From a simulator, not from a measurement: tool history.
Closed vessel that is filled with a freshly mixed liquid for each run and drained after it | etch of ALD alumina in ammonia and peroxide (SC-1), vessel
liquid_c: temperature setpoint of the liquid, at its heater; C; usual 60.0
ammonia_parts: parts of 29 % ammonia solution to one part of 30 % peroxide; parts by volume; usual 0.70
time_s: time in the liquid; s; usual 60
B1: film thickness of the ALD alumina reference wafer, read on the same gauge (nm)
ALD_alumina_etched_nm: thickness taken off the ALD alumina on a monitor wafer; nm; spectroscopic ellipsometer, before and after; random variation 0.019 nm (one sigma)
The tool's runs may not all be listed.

Run 1, hour 0.0: usual settings but time_s 35 s; B1 140.03. Result: ALD_alumina_etched_nm 4.59 nm.
Run 2, hour 63.2: usual settings but time_s 35 s; B1 139.98. Result: ALD_alumina_etched_nm 4.59 nm.
At hour 88.3: new drum of ammonia solution connected.
Run 3, hour 121.0: usual settings but time_s 35 s; B1 139.98. Result: ALD_alumina_etched_nm 4.63 nm.
Run 4, hour 172.8: usual settings; B1 140.01. Result: ALD_alumina_etched_nm 7.89 nm.
Run 5, hour 212.2: usual settings but liquid_c 65.5 C; B1 139.96. Result: ALD_alumina_etched_nm 10.39 nm.
Run 6, hour 272.8: usual settings but liquid_c 65.5 C; B1 139.97. Result: ALD_alumina_etched_nm 10.38 nm.
Run 7, hour 301.6: usual settings; B1 140.03. Result: ALD_alumina_etched_nm 7.86 nm.
At hour 303.1: thermometer replaced.
At hour 352.0: new drum of ammonia solution connected.
Run 8, hour 366.1: usual settings; B1 140.06. Result: ALD_alumina_etched_nm 7.84 nm.
Run 9, hour 407.0: usual settings; B1 139.96. Result: ALD_alumina_etched_nm 7.77 nm.
At hour 417.8: gauge calibrated.
Run 10, hour 443.5: usual settings but ammonia_parts 0.95 parts by volume; B1 140.05. Result: ALD_alumina_etched_nm 8.01 nm.
Run 11, hour 470.6: usual settings but ammonia_parts 0.95 parts by volume; B1 140.04. Result: ALD_alumina_etched_nm 8.02 nm.
Run 12, hour 495.8: usual settings; B1 140.00. Result: ALD_alumina_etched_nm 7.77 nm.
Run 13, hour 555.8: usual settings but liquid_c 63.5 C; B1 140.01. Result: ALD_alumina_etched_nm 9.28 nm.
Run 14, hour 593.1: usual settings but liquid_c 55.0 C; B1 139.96. Result: ALD_alumina_etched_nm 5.98 nm.
Run 15, hour 654.4: usual settings but liquid_c 55.5 C, time_s 45 s; B1 139.97. Result: ALD_alumina_etched_nm 4.58 nm.
At hour 673.7: new drum of ammonia solution connected.
Run 16, hour 714.0: usual settings; B1 139.96. Result: ALD_alumina_etched_nm 7.84 nm.
Run 17, hour 744.4: usual settings but liquid_c 68.0 C, ammonia_parts 0.50 parts by volume, time_s 95 s; B1 140.02. Result: ALD_alumina_etched_nm 17.83 nm.
Run 18, hour 790.1: usual settings but liquid_c 50.5 C, ammonia_parts 1.00 parts by volume, time_s 85 s; B1 139.98. Result: ALD_alumina_etched_nm 6.89 nm.
Run 19, hour 822.5: usual settings but liquid_c 63.0 C, ammonia_parts 0.55 parts by volume; B1 139.95. Result: ALD_alumina_etched_nm 8.89 nm.
Run 20, hour 871.5: usual settings but liquid_c 51.0 C, time_s 30 s; B1 139.95. Result: ALD_alumina_etched_nm 2.41 nm.
Run 21, hour 939.1: usual settings but liquid_c 63.0 C, ammonia_parts 0.85 parts by volume; B1 139.99. Result: ALD_alumina_etched_nm 9.21 nm.
At hour 953.5: ammonia flow meter replaced.
Run 22, hour 964.0: usual settings but liquid_c 69.5 C, ammonia_parts 0.50 parts by volume, time_s 90 s; B1 139.96. Result: ALD_alumina_etched_nm 18.00 nm.
At hour 979.8: new drum of ammonia solution connected.
Run 23, hour 1113.8: usual settings but liquid_c 67.0 C, ammonia_parts 0.60 parts by volume; B1 140.01. Result: ALD_alumina_etched_nm 10.90 nm.
Run 24, hour 1161.4: usual settings; B1 139.98. Result: ALD_alumina_etched_nm 7.78 nm.
Run 25, hour 1209.9: usual settings but liquid_c 52.5 C, time_s 30 s; B1 139.97. Result: ALD_alumina_etched_nm 2.62 nm.
Run 26, hour 1235.9: usual settings but liquid_c 68.5 C, ammonia_parts 0.45 parts by volume, time_s 85 s; B1 139.97. Result: ALD_alumina_etched_nm 16.19 nm.
At hour 1257.2: new drum of ammonia solution connected.
Run 27, hour 1273.4: usual settings but liquid_c 67.5 C, time_s 30 s; B1 140.00. Result: ALD_alumina_etched_nm 5.72 nm.
Run 28, hour 1302.1: usual settings; B1 140.02. Result: ALD_alumina_etched_nm 7.83 nm.

Forecast each of these 5 alternatives for the next run:
Run A, hour 1302.8: usual settings; B1 ?. Result: ALD_alumina_etched_nm ?.
Run B, hour 1302.8: usual settings but liquid_c 63.0 C, ammonia_parts 0.90 parts by volume; B1 ?. Result: ALD_alumina_etched_nm ?.
Run C, hour 1302.8: usual settings but liquid_c 57.0 C, ammonia_parts 0.90 parts by volume, time_s 50 s; B1 ?. Result: ALD_alumina_etched_nm ?.
Run D, hour 1302.8: usual settings but ammonia_parts 0.90 parts by volume; B1 ?. Result: ALD_alumina_etched_nm ?.
Run E, hour 1302.8: usual settings but liquid_c 52.0 C, ammonia_parts 0.95 parts by volume, time_s 40 s; B1 ?. Result: ALD_alumina_etched_nm ?.

run      B1  ALD_alumina_etched_nm
  A  139.97                   7.88
  B  139.97                   9.40
  C  139.97                   5.76
  D  139.97                   8.07
  E  139.97                   3.55
Without the tool's hidden state the same runs would have given:
run  ALD_alumina_etched_nm
  A                   7.82
  B                   9.32
  C                   5.71
  D                   8.00
  E                   3.52
